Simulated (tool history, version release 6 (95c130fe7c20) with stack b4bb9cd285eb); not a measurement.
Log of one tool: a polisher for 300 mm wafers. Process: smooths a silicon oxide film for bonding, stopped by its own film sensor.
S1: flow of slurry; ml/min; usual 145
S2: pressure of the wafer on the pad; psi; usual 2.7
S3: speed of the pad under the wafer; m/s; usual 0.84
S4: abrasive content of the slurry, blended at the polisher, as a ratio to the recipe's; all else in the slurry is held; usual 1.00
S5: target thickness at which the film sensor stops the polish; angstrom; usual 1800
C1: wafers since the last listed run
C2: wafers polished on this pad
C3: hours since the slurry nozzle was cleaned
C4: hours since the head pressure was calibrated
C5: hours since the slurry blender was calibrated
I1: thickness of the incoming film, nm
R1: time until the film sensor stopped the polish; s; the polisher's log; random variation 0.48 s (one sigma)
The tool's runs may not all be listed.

run   hour   S1   S2    S3    S4    S5    C1    C2     C3     C4     C5     I1    R1
  1    0.0  145  2.7  1.04  0.95  1800     0  1291   65.6  347.9   95.1  221.5  49.6
  2   16.9  145  2.7  1.04  0.95  1800   265  1556   82.5  364.8  112.0  219.2  47.1
  3   52.8  145  3.0  0.84  1.00  1800   564  2120  118.4  400.7  147.9  217.9  47.5
      55.1  -- head pressure recalibrated
  4   72.9  145  3.0  0.84  1.00  1800   284  2405  138.5   17.8  168.0  218.9  45.7
  5  102.3  145  2.7  0.84  1.00  1800   461  2867  167.9   47.2  197.4  220.6  55.2
  6  116.6  100  2.2  0.84  1.15  1800   224  3091  182.2   61.5  211.7  217.9  62.3
  7  150.9  125  2.7  0.74  1.00  1800   538  3630  216.5   95.8  246.0  219.3  61.1
     181.9  -- slurry blender recalibrated
     183.3  -- worn pad replaced by a new one
  8  214.9  145  2.7  0.84  1.00  1800   951   496  280.5  159.8   33.0  224.2  60.8
  9  231.1  145  3.4  0.84  1.00  1800   254   750  296.7  176.0   49.2  221.8  45.4
 10  262.7  110  2.7  1.06  1.00  1800   496  1247  328.3  207.6   80.8  222.4  51.3
 11  294.9  145  2.7  0.84  1.00  1800   505  1753  360.5  239.8  113.0  224.1  61.6
 12  309.5  165  2.7  0.84  1.00  1720   229  1982  375.1  254.4  127.6  215.1  59.1
 13  322.6  145  3.0  1.12  1.00  1800   205  2188  388.2  267.5  140.7  221.8  42.5
 14  338.5  145  2.7  0.84  1.00  1800   249  2438  404.1  283.4  156.6  219.8  56.5
 15  374.3  145  2.7  0.84  1.00  1800   562  3000  439.9  319.2  192.4  217.4  51.9
     388.5  -- slurry nozzle cleaned
 16  389.0  145  2.7  0.96  1.00  1910   215  3215    0.5  333.9  207.1  223.9  41.5
 17  411.1  170  3.2  0.98  1.00  1670   347  3563   22.6  356.0  229.2  215.5  50.5
 18  425.8  145  3.3  0.84  1.00  1800   230  3794   37.3  370.7  243.9  218.7  44.2
 19  454.8  145  2.7  0.62  0.85  1800   455  4249   66.3  399.7  272.9  224.0  85.6
 20  468.6  145  2.7  0.84  1.00  1800   216  4466   80.1  413.5  286.7  222.2  58.7
     471.1  -- slurry blender recalibrated
 21  489.4  160  3.4  0.76  0.75  1800   295  4762  100.9  434.3   18.3  217.6  50.6
     501.1  -- worn pad replaced by a new one
     506.8  -- head pressure recalibrated
 22  545.6  145  2.7  0.84  1.00  1800   788   668  157.1   38.8   74.5  222.1  56.4
 23  566.4  145  2.7  0.84  1.00  1800   326   995  177.9   59.6   95.3  220.8  55.8
 24  603.9  130  2.7  0.84  1.25  1800   589  1584  215.4   97.1  132.8  223.0  54.6
 25  625.3  185  2.7  0.84  1.00  1800   336  1920  236.8  118.5  154.2  219.6  52.2
 26  639.8  145  2.7  0.84  1.00  1800   227  2148  251.3  133.0  168.7  218.0  51.9
 27  659.6  145  2.7  0.84  0.80  1700   311  2459  271.1  152.8  188.5  223.7  81.4
 28  744.7  145  2.7  0.92  0.85  1900  1337  3796  356.2  237.9  273.6  220.8  42.4
     763.7  -- slurry nozzle cleaned
     770.5  -- slurry blender recalibrated
     807.3  -- worn pad replaced by a new one
 29  820.2  145  2.7  0.84  1.00  1800  1076   202   56.5  313.4   49.7  225.2  63.2

Some steps in R1 between neighbouring runs. How much of each would the tool show without its hidden state too (settings, what came in, random variation), and how much is left for the hidden state, with any gauge scatter that isn't in both results?
The hidden state here: removal rate lost through wear of the pad, %; slurry flow missing at the pad, %; deviation of the head's pressure from its setpoint, %; abrasive missing from the slurry, %.
Run 18 -> 19: S2 3.3 -> 2.7, S3 0.84 -> 0.62, S4 1.00 -> 0.85. R1 +41.4 s: hidden state +3.6, all else +37.8.
Run 21 -> 22: S1 160 -> 145, S2 3.4 -> 2.7, S3 0.76 -> 0.84, S4 0.75 -> 1.00, worn pad replaced by a new one, head pressure recalibrated. R1 +5.8 s: hidden state -3.0, all else +8.8.
Run 27 -> 28: S3 0.84 -> 0.92, S4 0.80 -> 0.85, S5 1700 -> 1900. R1 -39.0 s: hidden state -1.8, all else -37.2.
